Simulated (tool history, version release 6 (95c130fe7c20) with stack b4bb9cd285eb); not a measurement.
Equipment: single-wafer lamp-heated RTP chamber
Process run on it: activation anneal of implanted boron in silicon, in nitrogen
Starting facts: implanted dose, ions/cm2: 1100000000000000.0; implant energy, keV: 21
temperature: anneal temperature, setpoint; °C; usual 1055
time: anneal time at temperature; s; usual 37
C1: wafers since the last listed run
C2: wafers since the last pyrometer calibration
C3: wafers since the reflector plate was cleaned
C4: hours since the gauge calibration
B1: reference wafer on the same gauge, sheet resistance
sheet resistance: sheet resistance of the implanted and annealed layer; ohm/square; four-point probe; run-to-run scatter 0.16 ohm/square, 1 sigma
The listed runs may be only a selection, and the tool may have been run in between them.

{"run": 1, "hour": 0.0, "temperature": 1055, "time": 37, "C1": 0, "C2": 3195, "C3": 4166, "C4": 2489.6, "B1": 90.01, "sheet resistance": 109.34}
{"run": 2, "hour": 51.4, "temperature": 1043, "time": 37, "C1": 552, "C2": 3748, "C3": 4719, "C4": 2541, "B1": 89.96, "sheet resistance": 109.82}
{"run": 3, "hour": 156.2, "temperature": 1055, "time": 37, "C1": 1127, "C2": 4875, "C3": 5846, "C4": 2645.8, "B1": 89.97, "sheet resistance": 109.26}
{"hour": 208.1, "done": "reflector plate cleaned"}
{"run": 4, "hour": 223.6, "temperature": 1055, "time": 37, "C1": 638, "C2": 5514, "C3": 166, "C4": 2713.2, "B1": 90.02, "sheet resistance": 108.87}
{"run": 5, "hour": 307.3, "temperature": 1055, "time": 37, "C1": 900, "C2": 6415, "C3": 1066, "C4": 2796.9, "B1": 89.99, "sheet resistance": 108.97}
{"run": 6, "hour": 360.9, "temperature": 1066, "time": 37, "C1": 576, "C2": 6991, "C3": 1643, "C4": 2850.5, "B1": 90.01, "sheet resistance": 108.32}
{"hour": 412.5, "done": "pyrometer window cleaned and pyrometer calibrated"}
{"run": 7, "hour": 429.2, "temperature": 1066, "time": 37, "C1": 648, "C2": 179, "C3": 2291, "C4": 2918.8, "B1": 90.05, "sheet resistance": 108.96}
{"run": 8, "hour": 487.1, "temperature": 1066, "time": 37, "C1": 622, "C2": 802, "C3": 2914, "C4": 2976.7, "B1": 89.96, "sheet resistance": 108.98}
{"run": 9, "hour": 572.9, "temperature": 1055, "time": 37, "C1": 922, "C2": 1725, "C3": 3837, "C4": 3062.5, "B1": 90.02, "sheet resistance": 109.61}
{"run": 10, "hour": 678.0, "temperature": 1055, "time": 37, "C1": 1130, "C2": 2855, "C3": 4967, "C4": 3167.6, "B1": 89.97, "sheet resistance": 109.55}
{"run": 11, "hour": 749.9, "temperature": 1055, "time": 37, "C1": 773, "C2": 3628, "C3": 5740, "C4": 3239.5, "B1": 89.95, "sheet resistance": 109.38}
{"run": 12, "hour": 824.8, "temperature": 1055, "time": 37, "C1": 805, "C2": 4434, "C3": 6546, "C4": 3314.4, "B1": 90.05, "sheet resistance": 109.66}
{"hour": 854.6, "done": "reflector plate cleaned"}
{"run": 13, "hour": 907.5, "temperature": 1034, "time": 37, "C1": 803, "C2": 5238, "C3": 569, "C4": 3397.1, "B1": 89.95, "sheet resistance": 110.12}
{"hour": 1072.0, "done": "pyrometer window cleaned and pyrometer calibrated"}
{"run": 14, "hour": 1078.6, "temperature": 1034, "time": 37, "C1": 1754, "C2": 71, "C3": 2323, "C4": 3568.2, "B1": 89.98, "sheet resistance": 110.49}
{"run": 15, "hour": 1137.6, "temperature": 1081, "time": 58, "C1": 634, "C2": 705, "C3": 2958, "C4": 3627.2, "B1": 90.04, "sheet resistance": 106.95}
{"hour": 1139.3, "done": "gauge calibrated"}
{"run": 16, "hour": 1185.3, "temperature": 1074, "time": 37, "C1": 513, "C2": 1218, "C3": 3471, "C4": 46, "B1": 90.03, "sheet resistance": 108.73}
{"run": 17, "hour": 1238.2, "temperature": 1055, "time": 37, "C1": 568, "C2": 1787, "C3": 4040, "C4": 98.9, "B1": 90.04, "sheet resistance": 109.62}
{"run": 18, "hour": 1296.1, "temperature": 1071, "time": 45, "C1": 622, "C2": 2410, "C3": 4662, "C4": 156.8, "B1": 90.03, "sheet resistance": 108.1}
{"run": 19, "hour": 1333.7, "temperature": 1055, "time": 48, "C1": 404, "C2": 2814, "C3": 5067, "C4": 194.4, "B1": 90.06, "sheet resistance": 108.8}
{"run": 20, "hour": 1423.3, "temperature": 1073, "time": 57, "C1": 963, "C2": 3778, "C3": 6030, "C4": 284, "B1": 89.97, "sheet resistance": 107.24}
{"hour": 1436.2, "done": "reflector plate cleaned"}
{"run": 21, "hour": 1531.0, "temperature": 1072, "time": 37, "C1": 1072, "C2": 4850, "C3": 1020, "C4": 391.7, "B1": 90, "sheet resistance": 108.65}
{"run": 22, "hour": 1599.7, "temperature": 1038, "time": 17, "C1": 738, "C2": 5589, "C3": 1759, "C4": 460.4, "B1": 89.98, "sheet resistance": 110.42}
{"run": 23, "hour": 1650.6, "temperature": 1037, "time": 31, "C1": 547, "C2": 6137, "C3": 2306, "C4": 511.3, "B1": 90.01, "sheet resistance": 110.08}
{"run": 24, "hour": 1687.5, "temperature": 1071, "time": 18, "C1": 396, "C2": 6534, "C3": 2703, "C4": 548.2, "B1": 89.97, "sheet resistance": 109.88}
{"run": 25, "hour": 1737.4, "temperature": 1055, "time": 37, "C1": 536, "C2": 7070, "C3": 3240, "C4": 598.1, "B1": 90.01, "sheet resistance": 109.01}
{"hour": 1757.3, "done": "pyrometer window cleaned and pyrometer calibrated"}
{"run": 26, "hour": 1779.9, "temperature": 1070, "time": 51, "C1": 371, "C2": 243, "C3": 3611, "C4": 640.6, "B1": 90.05, "sheet resistance": 107.7}
{"run": 27, "hour": 1822.5, "temperature": 1066, "time": 47, "C1": 458, "C2": 701, "C3": 4069, "C4": 683.2, "B1": 89.97, "sheet resistance": 108.55}
{"run": 28, "hour": 1873.2, "temperature": 1038, "time": 56, "C1": 545, "C2": 1246, "C3": 4614, "C4": 733.9, "B1": 90.05, "sheet resistance": 109.3}
{"run": 29, "hour": 1954.4, "temperature": 1035, "time": 45, "C1": 873, "C2": 2119, "C3": 5488, "C4": 815.1, "B1": 90.01, "sheet resistance": 110.1}
{"run": 30, "hour": 2022.4, "temperature": 1055, "time": 44, "C1": 731, "C2": 2851, "C3": 6219, "C4": 883.1, "B1": 90.01, "sheet resistance": 108.95}
{"run": 31, "hour": 2095.7, "temperature": 1034, "time": 37, "C1": 788, "C2": 3639, "C3": 7007, "C4": 956.4, "B1": 89.99, "sheet resistance": 110.27}
{"hour": 2130.2, "done": "reflector plate cleaned"}
{"run": 32, "hour": 2186.4, "temperature": 1082, "time": 18, "C1": 889, "C2": 4529, "C3": 604, "C4": 1047.1, "B1": 90.03, "sheet resistance": 109.69}
{"run": 33, "hour": 2249.7, "temperature": 1064, "time": 54, "C1": 680, "C2": 5210, "C3": 1284, "C4": 1110.4, "B1": 90.04, "sheet resistance": 107.66}
{"run": 34, "hour": 2300.5, "temperature": 1030, "time": 46, "C1": 546, "C2": 5756, "C3": 1831, "C4": 1161.2, "B1": 89.98, "sheet resistance": 109.95}
{"run": 35, "hour": 2418.9, "temperature": 1034, "time": 37, "C1": 1273, "C2": 7029, "C3": 3104, "C4": 1279.6, "B1": 89.95, "sheet resistance": 109.75}
{"hour": 2440.1, "done": "pyrometer window cleaned and pyrometer calibrated"}
{"run": 36, "hour": 2500.3, "temperature": 1055, "time": 29, "C1": 789, "C2": 647, "C3": 3894, "C4": 1361, "B1": 90, "sheet resistance": 109.92}
{"run": 37, "hour": 2559.1, "temperature": 1055, "time": 45, "C1": 632, "C2": 1279, "C3": 4526, "C4": 1419.8, "B1": 90.01, "sheet resistance": 109.38}

Forecast each of these 3 alternatives for the next run:
{"run": "A", "hour": 2559.5, "temperature": 1055, "time": 37, "C1": 4, "C2": 1284, "C3": 4530, "C4": 1420.2, "B1": "?", "sheet resistance": "?"}
{"run": "B", "hour": 2559.5, "temperature": 1043, "time": 28, "C1": 4, "C2": 1284, "C3": 4530, "C4": 1420.2, "B1": "?", "sheet resistance": "?"}
{"run": "C", "hour": 2559.5, "temperature": 1030, "time": 52, "C1": 4, "C2": 1284, "C3": 4530, "C4": 1420.2, "B1": "?", "sheet resistance": "?"}

run=A B1=90.02 sheet_resistance=109.56
run=B B1=90.02 sheet_resistance=110.5
run=C B1=90.02 sheet_resistance=110.35
Take away the tool's hidden state, keep each run's random variation, and the runs would have read:
run=A sheet_resistance=109.62
run=B sheet_resistance=110.55
run=C sheet_resistance=110.43
